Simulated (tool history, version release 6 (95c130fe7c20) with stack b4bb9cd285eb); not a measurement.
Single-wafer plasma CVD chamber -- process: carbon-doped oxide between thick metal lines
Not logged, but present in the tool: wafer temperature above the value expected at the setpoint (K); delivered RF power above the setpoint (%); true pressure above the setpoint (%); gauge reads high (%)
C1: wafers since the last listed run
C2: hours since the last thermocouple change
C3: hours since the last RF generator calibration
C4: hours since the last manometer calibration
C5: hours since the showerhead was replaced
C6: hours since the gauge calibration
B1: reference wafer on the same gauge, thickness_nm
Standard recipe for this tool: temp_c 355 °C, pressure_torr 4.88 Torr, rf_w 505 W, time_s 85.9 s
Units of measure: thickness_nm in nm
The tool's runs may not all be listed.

{"run": 1, "day": 0.0, "temp_c": 360, "pressure_torr": 4.88, "rf_w": 505, "time_s": 85.9, "C1": 0, "C2": 173.4, "C3": 1760.0, "C4": 1660.0, "C5": 4696.9, "C6": 36.4, "B1": 441.131, "thickness_nm": 395.245}
{"run": 2, "day": 2.692, "temp_c": 360, "pressure_torr": 4.88, "rf_w": 505, "time_s": 85.9, "C1": 753, "C2": 238.0, "C3": 1824.6, "C4": 1724.6, "C5": 4761.5, "C6": 101.0, "B1": 440.304, "thickness_nm": 394.629}
{"run": 3, "day": 4.696, "temp_c": 355, "pressure_torr": 4.88, "rf_w": 505, "time_s": 85.9, "C1": 560, "C2": 286.1, "C3": 1872.7, "C4": 1772.7, "C5": 4809.6, "C6": 149.1, "B1": 440.87, "thickness_nm": 399.296}
{"run": 4, "day": 6.279, "temp_c": 355, "pressure_torr": 4.88, "rf_w": 505, "time_s": 85.9, "C1": 443, "C2": 324.1, "C3": 1910.7, "C4": 1810.7, "C5": 4847.6, "C6": 187.1, "B1": 441.455, "thickness_nm": 394.692}
{"run": 5, "day": 8.233, "temp_c": 355, "pressure_torr": 4.88, "rf_w": 505, "time_s": 85.9, "C1": 546, "C2": 371.0, "C3": 1957.6, "C4": 1857.6, "C5": 4894.5, "C6": 234.0, "B1": 441.148, "thickness_nm": 397.165}
{"run": 6, "day": 10.175, "temp_c": 355, "pressure_torr": 4.88, "rf_w": 505, "time_s": 85.9, "C1": 543, "C2": 417.6, "C3": 2004.2, "C4": 1904.2, "C5": 4941.1, "C6": 280.6, "B1": 441.339, "thickness_nm": 399.524}
{"run": 7, "day": 13.0, "temp_c": 355, "pressure_torr": 4.88, "rf_w": 505, "time_s": 85.9, "C1": 790, "C2": 485.4, "C3": 2072.0, "C4": 1972.0, "C5": 5008.9, "C6": 348.4, "B1": 441.068, "thickness_nm": 395.945}
{"day": 14.696, "done": "capacitance manometer re-zeroed and calibrated"}
{"run": 8, "day": 14.862, "temp_c": 355, "pressure_torr": 4.88, "rf_w": 505, "time_s": 85.9, "C1": 427, "C2": 530.1, "C3": 2116.7, "C4": 4.0, "C5": 5053.6, "C6": 393.1, "B1": 440.474, "thickness_nm": 397.231}
{"run": 9, "day": 17.546, "temp_c": 355, "pressure_torr": 4.88, "rf_w": 540, "time_s": 85.9, "C1": 750, "C2": 594.5, "C3": 2181.1, "C4": 68.4, "C5": 5118.0, "C6": 457.5, "B1": 441.365, "thickness_nm": 418.059}
{"run": 10, "day": 18.742, "temp_c": 355, "pressure_torr": 4.88, "rf_w": 540, "time_s": 85.9, "C1": 334, "C2": 623.2, "C3": 2209.8, "C4": 97.1, "C5": 5146.7, "C6": 486.2, "B1": 440.572, "thickness_nm": 413.405}
{"run": 11, "day": 20.946, "temp_c": 355, "pressure_torr": 4.88, "rf_w": 540, "time_s": 85.9, "C1": 616, "C2": 676.1, "C3": 2262.7, "C4": 150.0, "C5": 5199.6, "C6": 539.1, "B1": 440.896, "thickness_nm": 414.308}
{"run": 12, "day": 23.475, "temp_c": 355, "pressure_torr": 4.88, "rf_w": 505, "time_s": 85.9, "C1": 707, "C2": 736.8, "C3": 2323.4, "C4": 210.7, "C5": 5260.3, "C6": 599.8, "B1": 441.086, "thickness_nm": 392.73}
{"run": 13, "day": 24.862, "temp_c": 355, "pressure_torr": 4.88, "rf_w": 420, "time_s": 85.9, "C1": 388, "C2": 770.1, "C3": 2356.7, "C4": 244.0, "C5": 5293.6, "C6": 633.1, "B1": 440.498, "thickness_nm": 336.268}
{"day": 26.054, "done": "showerhead replaced"}
{"run": 14, "day": 27.275, "temp_c": 355, "pressure_torr": 4.88, "rf_w": 505, "time_s": 85.9, "C1": 581, "C2": 828.0, "C3": 2414.6, "C4": 301.9, "C5": 29.3, "C6": 691.0, "B1": 440.701, "thickness_nm": 391.141}
{"run": 15, "day": 31.417, "temp_c": 355, "pressure_torr": 4.88, "rf_w": 505, "time_s": 85.9, "C1": 1158, "C2": 927.4, "C3": 2514.0, "C4": 401.3, "C5": 128.7, "C6": 790.4, "B1": 440.873, "thickness_nm": 394.09}
{"run": 16, "day": 33.888, "temp_c": 355, "pressure_torr": 4.88, "rf_w": 435, "time_s": 72.0, "C1": 691, "C2": 986.7, "C3": 2573.3, "C4": 460.6, "C5": 188.0, "C6": 849.7, "B1": 440.525, "thickness_nm": 290.954}
{"run": 17, "day": 36.879, "temp_c": 355, "pressure_torr": 4.88, "rf_w": 505, "time_s": 85.9, "C1": 837, "C2": 1058.5, "C3": 2645.1, "C4": 532.4, "C5": 259.8, "C6": 921.5, "B1": 441.272, "thickness_nm": 391.893}
{"day": 37.229, "done": "RF generator calibrated"}
{"run": 18, "day": 37.979, "temp_c": 355, "pressure_torr": 4.23, "rf_w": 505, "time_s": 85.9, "C1": 214, "C2": 1084.9, "C3": 18.0, "C4": 558.8, "C5": 286.2, "C6": 947.9, "B1": 441.092, "thickness_nm": 398.879}
{"day": 38.158, "done": "gauge calibrated"}
{"day": 38.912, "done": "thermocouple changed; heater temperature recalibrated"}
{"run": 19, "day": 39.812, "temp_c": 355, "pressure_torr": 4.88, "rf_w": 440, "time_s": 85.9, "C1": 419, "C2": 21.6, "C3": 62.0, "C4": 602.8, "C5": 330.2, "C6": 39.7, "B1": 441.039, "thickness_nm": 369.097}
{"run": 20, "day": 42.646, "temp_c": 355, "pressure_torr": 4.2, "rf_w": 505, "time_s": 101.2, "C1": 792, "C2": 89.6, "C3": 130.0, "C4": 670.8, "C5": 398.2, "C6": 107.7, "B1": 440.737, "thickness_nm": 465.572}
{"run": 21, "day": 45.192, "temp_c": 355, "pressure_torr": 4.88, "rf_w": 505, "time_s": 85.9, "C1": 712, "C2": 150.7, "C3": 191.1, "C4": 731.9, "C5": 459.3, "C6": 168.8, "B1": 440.868, "thickness_nm": 410.722}
{"run": 22, "day": 46.238, "temp_c": 355, "pressure_torr": 4.88, "rf_w": 505, "time_s": 85.9, "C1": 292, "C2": 175.8, "C3": 216.2, "C4": 757.0, "C5": 484.4, "C6": 193.9, "B1": 440.997, "thickness_nm": 414.088}
{"run": 23, "day": 48.646, "temp_c": 355, "pressure_torr": 3.67, "rf_w": 505, "time_s": 94.6, "C1": 673, "C2": 233.6, "C3": 274.0, "C4": 814.8, "C5": 542.2, "C6": 251.7, "B1": 440.851, "thickness_nm": 423.872}
{"run": 24, "day": 49.938, "temp_c": 355, "pressure_torr": 4.88, "rf_w": 555, "time_s": 90.3, "C1": 361, "C2": 264.6, "C3": 305.0, "C4": 845.8, "C5": 573.2, "C6": 282.7, "B1": 441.285, "thickness_nm": 457.533}
{"run": 25, "day": 52.683, "temp_c": 355, "pressure_torr": 4.88, "rf_w": 505, "time_s": 85.9, "C1": 768, "C2": 330.5, "C3": 370.9, "C4": 911.7, "C5": 639.1, "C6": 348.6, "B1": 440.566, "thickness_nm": 407.626}
{"run": 26, "day": 55.15, "temp_c": 355, "pressure_torr": 4.88, "rf_w": 505, "time_s": 80.8, "C1": 690, "C2": 389.7, "C3": 430.1, "C4": 970.9, "C5": 698.3, "C6": 407.8, "B1": 440.503, "thickness_nm": 383.462}
{"run": 27, "day": 57.538, "temp_c": 355, "pressure_torr": 5.71, "rf_w": 405, "time_s": 80.1, "C1": 668, "C2": 447.0, "C3": 487.4, "C4": 1028.2, "C5": 755.6, "C6": 465.1, "B1": 440.897, "thickness_nm": 325.037}
{"run": 28, "day": 58.838, "temp_c": 362, "pressure_torr": 4.41, "rf_w": 505, "time_s": 70.0, "C1": 363, "C2": 478.2, "C3": 518.6, "C4": 1059.4, "C5": 786.8, "C6": 496.3, "B1": 440.888, "thickness_nm": 320.33}

Each row is a separate what-if for the run after 28, all from the same tool condition, not one after another. Results?
{"run": "A", "day": 58.854, "temp_c": 348, "pressure_torr": 4.88, "rf_w": 505, "time_s": 85.9, "C1": 4, "C2": 478.6, "C3": 519.0, "C4": 1059.8, "C5": 787.2, "C6": 496.7, "B1": "?", "thickness_nm": "?"}
{"run": "B", "day": 58.854, "temp_c": 355, "pressure_torr": 4.38, "rf_w": 455, "time_s": 97.4, "C1": 4, "C2": 478.6, "C3": 519.0, "C4": 1059.8, "C5": 787.2, "C6": 496.7, "B1": "?", "thickness_nm": "?"}
{"run": "C", "day": 58.854, "temp_c": 345, "pressure_torr": 4.88, "rf_w": 580, "time_s": 85.9, "C1": 4, "C2": 478.6, "C3": 519.0, "C4": 1059.8, "C5": 787.2, "C6": 496.7, "B1": "?", "thickness_nm": "?"}
{"run": "D", "day": 58.854, "temp_c": 362, "pressure_torr": 5.43, "rf_w": 505, "time_s": 76.5, "C1": 4, "C2": 478.6, "C3": 519.0, "C4": 1059.8, "C5": 787.2, "C6": 496.7, "B1": "?", "thickness_nm": "?"}

run=A B1=441.264 thickness_nm=418.487
run=B B1=441.264 thickness_nm=420.136
run=C B1=441.264 thickness_nm=464.692
run=D B1=441.264 thickness_nm=368.517
With no hidden state in the tool, these same runs would have given:
run=A thickness_nm=423.316
run=B thickness_nm=425.835
run=C thickness_nm=469.836
run=D thickness_nm=372.770
